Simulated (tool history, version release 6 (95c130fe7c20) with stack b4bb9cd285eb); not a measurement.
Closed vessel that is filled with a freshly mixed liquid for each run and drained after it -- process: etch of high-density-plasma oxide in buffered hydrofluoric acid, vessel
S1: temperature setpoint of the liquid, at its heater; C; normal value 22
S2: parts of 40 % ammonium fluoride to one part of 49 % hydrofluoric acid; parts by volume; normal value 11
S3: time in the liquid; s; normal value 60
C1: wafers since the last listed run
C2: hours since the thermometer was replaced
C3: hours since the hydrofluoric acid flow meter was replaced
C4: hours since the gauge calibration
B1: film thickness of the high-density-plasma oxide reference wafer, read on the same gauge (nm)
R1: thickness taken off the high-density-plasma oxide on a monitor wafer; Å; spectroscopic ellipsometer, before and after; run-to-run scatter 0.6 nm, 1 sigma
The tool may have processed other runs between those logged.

run,hour,S1,S2,S3,C1,C2,C3,C4,B1,R1
1,0,22,11,60,0,2196.7,1204.2,952.1,70,894.7
2,45.8,18.5,11,40,5756,2242.5,1250,997.9,70,492.7
3,133.9,18.5,11,40,11072,2330.6,1338.1,1086,69.98,493
4,173.7,18.5,11,40,5002,2370.4,1377.9,1125.8,70,491.5
5,270.9,19.5,11,60,12216,2467.6,1475.1,1223,69.98,789.7
6,341.2,22,11,60,8835,2537.9,1545.4,1293.3,70.02,898
# hour 395.3: hydrofluoric acid flow meter replaced
7,415.3,22,11,60,9187,2612,20,1367.4,70,912.1
8,496.4,22,11,60,10192,2693.1,101.1,1448.5,69.99,912.5
9,568.1,22,11,60,9011,2764.8,172.8,1520.2,70.01,916.3
10,664.7,22,11,60,12140,2861.4,269.4,1616.8,70.03,920.7
11,719.7,22,11,60,6912,2916.4,324.4,1671.8,69.99,932
12,820.2,22,11,60,12630,3016.9,424.9,1772.3,70.03,928.6
# hour 841.6: thermometer replaced
13,864.1,22,11,60,5391,22.5,468.8,1816.2,70,974.6
14,952.7,22,11,85,11135,111.1,557.4,1904.8,69.98,1362.7
15,1049.1,22,11,45,12115,207.5,653.8,2001.2,69.99,721.5
16,1145.8,22,11,30,12153,304.2,750.5,2097.9,69.98,485

What does the tool deliver on the next run?
17,1246.6,22,11,60,12668,405,851.3,2198.7,?,?

{"run 17": {"B1": 70, "R1": 973.2}}
Were there no unlogged condition in the tool, this run, its random variation unchanged, would have produced R1 835.8 Å.
